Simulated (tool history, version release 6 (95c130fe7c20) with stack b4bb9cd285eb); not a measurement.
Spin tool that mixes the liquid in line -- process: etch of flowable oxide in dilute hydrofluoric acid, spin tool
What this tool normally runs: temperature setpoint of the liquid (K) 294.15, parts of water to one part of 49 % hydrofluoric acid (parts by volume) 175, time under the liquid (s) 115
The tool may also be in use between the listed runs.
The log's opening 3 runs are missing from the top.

run,hour,temperature setpoint of the liquid (K),parts of water to one part of 49 % hydrofluoric acid (parts by volume),time under the liquid (s),"read-back film thickness of the flowable oxide reference wafer, read on the same gauge (nm)",thickness taken off the flowable oxide on a monitor wafer (Å)
4,32.7,294.15,175,115,80.01,408.9
5,46.5,294.15,175,115,80.01,408.0
6,61.8,294.15,175,115,80.00,411.4
7,74.0,294.15,175,115,79.99,411.3
8,87.2,294.15,175,115,79.99,409.7
9,100.0,294.15,175,115,79.98,407.5
10,109.6,294.15,175,115,79.97,408.8
11,117.1,294.15,120,115,80.01,638.1
12,134.2,294.15,120,115,80.04,636.9
13,151.3,294.15,175,150,80.02,537.6
14,161.4,294.15,175,155,80.04,556.1
15,176.9,294.15,175,155,79.99,554.1
# hour 178.9: gauge calibrated
16,183.9,292.65,130,135,80.00,645.7
17,200.0,294.15,240,90,79.99,218.5
18,215.1,294.15,175,115,79.98,412.2
19,227.1,298.65,220,150,79.97,478.3
# hour 237.0: thermometer replaced
# hour 239.8: hydrofluoric acid flow meter replaced
20,241.9,290.15,175,155,79.99,427.0
21,257.1,294.15,175,115,80.01,369.6

Run 22 is up next; what results do you expect?
22,272.4,296.15,175,115,?,?

read-back film thickness of the flowable oxide reference wafer, read on the same gauge (nm): 79.99
thickness taken off the flowable oxide on a monitor wafer (Å): 400.4
Had the tool carried no hidden state, the very same run would have given thickness taken off the flowable oxide on a monitor wafer (Å) 399.6.
